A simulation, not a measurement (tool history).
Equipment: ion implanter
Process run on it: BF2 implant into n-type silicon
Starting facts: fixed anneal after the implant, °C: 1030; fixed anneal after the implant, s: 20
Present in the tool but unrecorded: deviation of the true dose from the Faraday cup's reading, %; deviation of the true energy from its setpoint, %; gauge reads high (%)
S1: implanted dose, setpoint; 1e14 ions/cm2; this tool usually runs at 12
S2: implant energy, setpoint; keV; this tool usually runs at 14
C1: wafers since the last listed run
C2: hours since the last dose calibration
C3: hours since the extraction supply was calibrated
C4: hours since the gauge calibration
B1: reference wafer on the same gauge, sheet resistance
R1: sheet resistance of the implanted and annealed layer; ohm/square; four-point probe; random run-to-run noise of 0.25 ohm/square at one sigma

Run 1, day 0: usual settings; C1 0; C2 1150.8; C3 5390.5; C4 78.1; B1 147.98. Result: R1 169.67 ohm/square.
Run 2, day 0.312: usual settings; C1 226; C2 1158.3; C3 5398; C4 85.6; B1 148.04. Result: R1 169.64 ohm/square.
Run 3, day 0.683: usual settings; C1 269; C2 1167.2; C3 5406.9; C4 94.5; B1 148. Result: R1 169.27 ohm/square.
Run 4, day 1.267: usual settings; C1 423; C2 1181.2; C3 5420.9; C4 108.5; B1 148.02. Result: R1 169.78 ohm/square.
Run 5, day 1.971: usual settings; C1 510; C2 1198.1; C3 5437.8; C4 125.4; B1 148. Result: R1 169.86 ohm/square.
Run 6, day 2.704: usual settings; C1 532; C2 1215.7; C3 5455.4; C4 143; B1 148.03. Result: R1 169.56 ohm/square.
Run 7, day 2.983: usual settings but S1 13.51 1e14 ions/cm2, S2 18 keV; C1 202; C2 1222.4; C3 5462.1; C4 149.7; B1 148.01. Result: R1 151.97 ohm/square.
Run 8, day 3.562: usual settings but S1 13.51 1e14 ions/cm2, S2 18 keV; C1 420; C2 1236.3; C3 5476; C4 163.6; B1 148.07. Result: R1 151.93 ohm/square.
Run 9, day 3.946: usual settings but S1 13.51 1e14 ions/cm2, S2 18 keV; C1 278; C2 1245.5; C3 5485.2; C4 172.8; B1 148.06. Result: R1 151.52 ohm/square.
Run 10, day 4.521: usual settings but S1 13.96 1e14 ions/cm2; C1 417; C2 1259.3; C3 5499; C4 186.6; B1 147.95. Result: R1 162.63 ohm/square.
At day 4.883: Faraday cup replaced and dose calibrated.
Run 11, day 5.2: usual settings but S2 12 keV; C1 250; C2 7.6; C3 5515.3; C4 202.9; B1 148.05. Result: R1 176.48 ohm/square.
Run 12, day 5.521: usual settings but S1 10.39 1e14 ions/cm2; C1 232; C2 15.3; C3 5523; C4 210.6; B1 148. Result: R1 178.87 ohm/square.
Run 13, day 5.933: usual settings but S1 13.99 1e14 ions/cm2, S2 12 keV; C1 299; C2 25.2; C3 5532.9; C4 220.5; B1 147.98. Result: R1 169.7 ohm/square.
At day 6.754: extraction supply calibrated.
At day 6.762: gauge calibrated.
Run 14, day 6.775: usual settings but S1 14.58 1e14 ions/cm2, S2 16 keV; C1 368; C2 45.4; C3 0.5; C4 0.3; B1 147.99. Result: R1 154.57 ohm/square.
Run 15, day 7.054: usual settings; C1 202; C2 52.1; C3 7.2; C4 7; B1 147.91. Result: R1 169.72 ohm/square.
Run 16, day 7.358: usual settings but S1 8.59 1e14 ions/cm2; C1 220; C2 59.4; C3 14.5; C4 14.3; B1 148.01. Result: R1 196.21 ohm/square.
Run 17, day 7.925: usual settings but S1 14.6 1e14 ions/cm2, S2 11 keV; C1 411; C2 73; C3 28.1; C4 27.9; B1 148.02. Result: R1 171.31 ohm/square.
Run 18, day 8.233: usual settings but S1 13.99 1e14 ions/cm2, S2 12 keV; C1 223; C2 80.4; C3 35.5; C4 35.3; B1 147.95. Result: R1 169.24 ohm/square.
Run 19, day 8.6: usual settings but S1 8.82 1e14 ions/cm2, S2 15.5 keV; C1 266; C2 89.2; C3 44.3; C4 44.1; B1 148.02. Result: R1 187.89 ohm/square.
Run 20, day 9.25: usual settings but S1 15.51 1e14 ions/cm2, S2 9.5 keV; C1 471; C2 104.8; C3 59.9; C4 59.7; B1 148.06. Result: R1 175.18 ohm/square.
Run 21, day 9.812: usual settings but S1 8.72 1e14 ions/cm2, S2 16 keV; C1 408; C2 118.3; C3 73.4; C4 73.2; B1 148.02. Result: R1 187.35 ohm/square.
Run 22, day 10.175: usual settings; C1 263; C2 127; C3 82.1; C4 81.9; B1 147.96. Result: R1 169.22 ohm/square.
Run 23, day 10.571: usual settings but S1 9.02 1e14 ions/cm2, S2 18 keV; C1 287; C2 136.5; C3 91.6; C4 91.4; B1 147.97. Result: R1 178.58 ohm/square.
Run 24, day 11.125: usual settings but S1 8.44 1e14 ions/cm2, S2 12 keV; C1 402; C2 149.8; C3 104.9; C4 104.7; B1 148.06. Result: R1 206.05 ohm/square.
Run 25, day 11.625: usual settings but S1 15.29 1e14 ions/cm2, S2 18.5 keV; C1 362; C2 161.8; C3 116.9; C4 116.7; B1 148. Result: R1 145.66 ohm/square.

Predict each of these 5 candidate next runs independently; none follows another, all start after run 25:
Run A, day 11.642: usual settings; C1 12; C2 162.2; C3 117.3; C4 117.1; B1 ?. Result: R1 ?.
Run B, day 11.642: usual settings but S1 14.12 1e14 ions/cm2, S2 17.5 keV; C1 12; C2 162.2; C3 117.3; C4 117.1; B1 ?. Result: R1 ?.
Run C, day 11.642: usual settings but S2 12.5 keV; C1 12; C2 162.2; C3 117.3; C4 117.1; B1 ?. Result: R1 ?.
Run D, day 11.642: usual settings but S1 9.3 1e14 ions/cm2, S2 18.5 keV; C1 12; C2 162.2; C3 117.3; C4 117.1; B1 ?. Result: R1 ?.
Run E, day 11.642: usual settings but S1 13.82 1e14 ions/cm2, S2 11.5 keV; C1 12; C2 162.2; C3 117.3; C4 117.1; B1 ?. Result: R1 ?.

run      B1      R1
  A  148.01  169.49
  B  148.01  151.29
  C  148.01   174.7
  D  148.01   174.2
  E  148.01  171.34
With no hidden state in the tool, these same runs would have given:
run      R1
  A  169.49
  B  151.29
  C   174.7
  D   174.2
  E  171.34

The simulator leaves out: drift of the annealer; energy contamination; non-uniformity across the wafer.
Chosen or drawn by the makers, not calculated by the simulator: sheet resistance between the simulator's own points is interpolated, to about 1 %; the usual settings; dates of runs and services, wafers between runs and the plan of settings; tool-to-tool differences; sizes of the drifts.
